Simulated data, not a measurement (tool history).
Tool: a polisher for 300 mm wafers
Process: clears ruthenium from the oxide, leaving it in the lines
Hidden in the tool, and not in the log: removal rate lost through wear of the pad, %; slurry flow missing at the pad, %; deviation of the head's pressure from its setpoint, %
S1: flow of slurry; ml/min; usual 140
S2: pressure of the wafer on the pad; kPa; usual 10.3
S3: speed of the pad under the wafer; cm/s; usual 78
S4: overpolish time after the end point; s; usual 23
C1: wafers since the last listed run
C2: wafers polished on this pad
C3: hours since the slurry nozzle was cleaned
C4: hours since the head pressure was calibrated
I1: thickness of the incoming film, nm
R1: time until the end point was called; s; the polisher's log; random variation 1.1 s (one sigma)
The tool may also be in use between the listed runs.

run	hour	S1	S2	S3	S4	C1	C2	C3	C4	I1	R1
1	0.0	140	10.3	78	23	0	1703	335.6	221.2	50.6	82.5
# hour 34.1: slurry nozzle cleaned
2	55.5	140	10.3	78	23	550	2253	21.4	276.7	49.6	69.7
3	85.9	140	10.3	78	23	306	2560	51.8	307.1	50.4	72.9
# hour 100.0: worn pad replaced by a new one
4	145.8	140	10.3	78	23	564	462	111.7	367.0	49.9	73.1
5	261.2	140	10.3	62	23	1164	1627	227.1	482.4	50.1	93.6
6	297.1	140	10.3	62	23	362	1989	263.0	518.3	50.2	97.3
# hour 318.4: worn pad replaced by a new one
7	337.3	140	10.3	62	23	365	191	303.2	558.5	50.3	95.9
# hour 375.3: slurry nozzle cleaned
8	405.0	140	10.3	78	23	673	864	29.7	626.2	50.3	69.9
# hour 425.2: head pressure recalibrated
9	444.5	140	10.3	78	23	378	1242	69.2	19.3	50.6	74.4
10	478.4	140	10.3	78	23	342	1585	103.1	53.2	49.5	74.2
11	502.5	140	10.3	78	23	243	1828	127.2	77.3	50.5	75.0
12	572.3	140	10.3	78	23	704	2533	197.0	147.1	50.2	78.5
# hour 585.7: worn pad replaced by a new one
13	627.4	140	10.3	78	23	515	420	252.1	202.2	50.2	78.5
14	661.0	140	10.3	78	23	339	759	285.7	235.8	50.2	78.0
15	696.0	90	10.3	98	23	353	1113	320.7	270.8	50.8	81.3
# hour 725.3: slurry nozzle cleaned
16	748.5	140	10.3	78	23	519	1632	23.2	323.3	50.3	72.8
17	777.8	180	12.4	78	23	295	1928	52.5	352.6	50.7	58.2
# hour 838.7: worn pad replaced by a new one
18	847.6	140	10.3	78	23	664	89	122.3	422.4	49.4	73.5
19	896.1	170	7.6	78	23	489	578	170.8	470.9	49.7	91.7
20	926.5	140	10.3	78	29	306	885	201.2	501.3	50.4	78.9
21	965.5	125	13.1	78	23	393	1279	240.2	540.3	50.8	71.8
# hour 974.5: head pressure recalibrated
22	1016.0	120	10.3	78	34	489	1769	290.7	41.5	50.8	87.6
# hour 1054.2: worn pad replaced by a new one
23	1065.9	140	10.3	78	23	463	117	340.6	91.4	49.1	79.8
# hour 1098.6: slurry nozzle cleaned
24	1125.8	140	7.6	98	28	594	712	27.2	151.3	49.2	68.5
25	1163.1	180	11.7	60	23	376	1088	64.5	188.6	49.6	78.7
26	1215.5	140	10.3	62	23	528	1617	116.9	241.0	50.4	89.2
27	1244.9	140	13.8	78	17	296	1914	146.3	270.4	50.0	63.1

Forecast each of these 3 alternatives for the next run:
A	1245.4	140	13.8	78	23	5	1919	146.8	270.9	50.5	?
B	1245.4	115	13.8	78	37	5	1919	146.8	270.9	50.5	?
C	1245.4	95	9.0	102	16	5	1919	146.8	270.9	50.5	?

run	R1
A	61.2
B	65.2
C	75.7
Without the tool's hidden state the same runs would have given:
run	R1
A	56.1
B	58.6
C	66.7
